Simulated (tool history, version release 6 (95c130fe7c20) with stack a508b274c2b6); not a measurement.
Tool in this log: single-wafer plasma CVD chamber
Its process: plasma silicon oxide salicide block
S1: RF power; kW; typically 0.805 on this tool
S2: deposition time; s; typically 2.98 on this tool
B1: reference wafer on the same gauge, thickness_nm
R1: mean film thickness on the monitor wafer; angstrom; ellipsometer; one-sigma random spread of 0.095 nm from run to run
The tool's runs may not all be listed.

Run 1, hour 0: usual settings; B1 34.723. Result: R1 323.69 angstrom.
Run 2, hour 30.3: usual settings; B1 34.711. Result: R1 323.85 angstrom.
Run 3, hour 53.4: usual settings; B1 34.706. Result: R1 325.37 angstrom.
Run 4, hour 88.1: usual settings; B1 34.691. Result: R1 325.39 angstrom.
Run 5, hour 123.9: usual settings but S1 0.89 kW; B1 34.7. Result: R1 340.58 angstrom.
Run 6, hour 153.6: usual settings but S1 0.89 kW; B1 34.712. Result: R1 341.61 angstrom.
At hour 180.8: gauge calibrated.
Run 7, hour 250.3: usual settings but S1 0.69 kW; B1 34.714. Result: R1 301.38 angstrom.
Run 8, hour 284.3: usual settings but S1 0.69 kW; B1 34.686. Result: R1 298.61 angstrom.
Run 9, hour 307.1: usual settings but S1 0.69 kW; B1 34.674. Result: R1 301.06 angstrom.
Run 10, hour 341.2: usual settings; B1 34.69. Result: R1 325.44 angstrom.
Run 11, hour 354.5: usual settings; B1 34.712. Result: R1 323.32 angstrom.
Run 12, hour 371.8: usual settings; B1 34.688. Result: R1 323.96 angstrom.
Run 13, hour 396.6: usual settings but S2 3.39 s; B1 34.681. Result: R1 367.69 angstrom.
Run 14, hour 412.7: usual settings but S2 3.39 s; B1 34.697. Result: R1 369.62 angstrom.
Run 15, hour 427.8: usual settings; B1 34.704. Result: R1 324.21 angstrom.
Run 16, hour 443.5: usual settings; B1 34.731. Result: R1 323.86 angstrom.
At hour 451.8: showerhead replaced, of another model than before.
Run 17, hour 465.1: usual settings but S1 0.855 kW, S2 2.44 s; B1 34.688. Result: R1 275.11 angstrom.
At hour 480.3: RF generator calibrated.
Run 18, hour 480.8: usual settings but S1 0.66 kW, S2 2.75 s; B1 34.695. Result: R1 290.8 angstrom.
Run 19, hour 490.8: usual settings but S1 0.895 kW, S2 3.32 s; B1 34.667. Result: R1 387.59 angstrom.
Run 20, hour 503.8: usual settings; B1 34.703. Result: R1 336.32 angstrom.
Run 21, hour 527.3: usual settings but S1 0.905 kW, S2 3.52 s; B1 34.707. Result: R1 411.96 angstrom.
Run 22, hour 541: usual settings but S2 2.62 s; B1 34.712. Result: R1 294.24 angstrom.
Run 23, hour 604.8: usual settings but S1 0.865 kW, S2 2.52 s; B1 34.702. Result: R1 289.93 angstrom.
Run 24, hour 632.2: usual settings but S1 0.935 kW, S2 3.2 s; B1 34.705. Result: R1 375.17 angstrom.
At hour 650.5: gauge calibrated.
Run 25, hour 657.8: usual settings; B1 34.702. Result: R1 335.2 angstrom.
Run 26, hour 679.5: usual settings but S1 0.955 kW; B1 34.724. Result: R1 353.51 angstrom.
Run 27, hour 694.6: usual settings; B1 34.714. Result: R1 334.37 angstrom.
Run 28, hour 718.6: usual settings; B1 34.711. Result: R1 333.13 angstrom.
Run 29, hour 750: usual settings but S1 0.92 kW, S2 3.5 s; B1 34.697. Result: R1 406.05 angstrom.
Run 30, hour 771.6: usual settings but S1 0.71 kW; B1 34.689. Result: R1 319.9 angstrom.
Run 31, hour 798.3: usual settings but S1 0.935 kW, S2 2.44 s; B1 34.705. Result: R1 285.58 angstrom.
Run 32, hour 813.1: usual settings but S2 2.53 s; B1 34.703. Result: R1 282.7 angstrom.

5 options for the next run, each taken on its own from the tool as it stands now. Forecast them:
Run A, hour 813.5: usual settings but S2 3.34 s; B1 ?. Result: R1 ?.
Run B, hour 813.5: usual settings but S1 0.91 kW, S2 2.44 s; B1 ?. Result: R1 ?.
Run C, hour 813.5: usual settings but S1 0.95 kW, S2 3.25 s; B1 ?. Result: R1 ?.
Run D, hour 813.5: usual settings but S1 0.645 kW, S2 3.52 s; B1 ?. Result: R1 ?.
Run E, hour 813.5: usual settings but S1 0.715 kW, S2 3.25 s; B1 ?. Result: R1 ?.

run      B1      R1
  A  34.701  373.88
  B  34.701  283.99
  C  34.701  383.45
  D  34.701  366.91
  E  34.701  350.24
Had the tool no hidden state, the same runs would have come out as:
run      R1
  A  378.84
  B  287.76
  C  388.54
  D  371.78
  E  354.88

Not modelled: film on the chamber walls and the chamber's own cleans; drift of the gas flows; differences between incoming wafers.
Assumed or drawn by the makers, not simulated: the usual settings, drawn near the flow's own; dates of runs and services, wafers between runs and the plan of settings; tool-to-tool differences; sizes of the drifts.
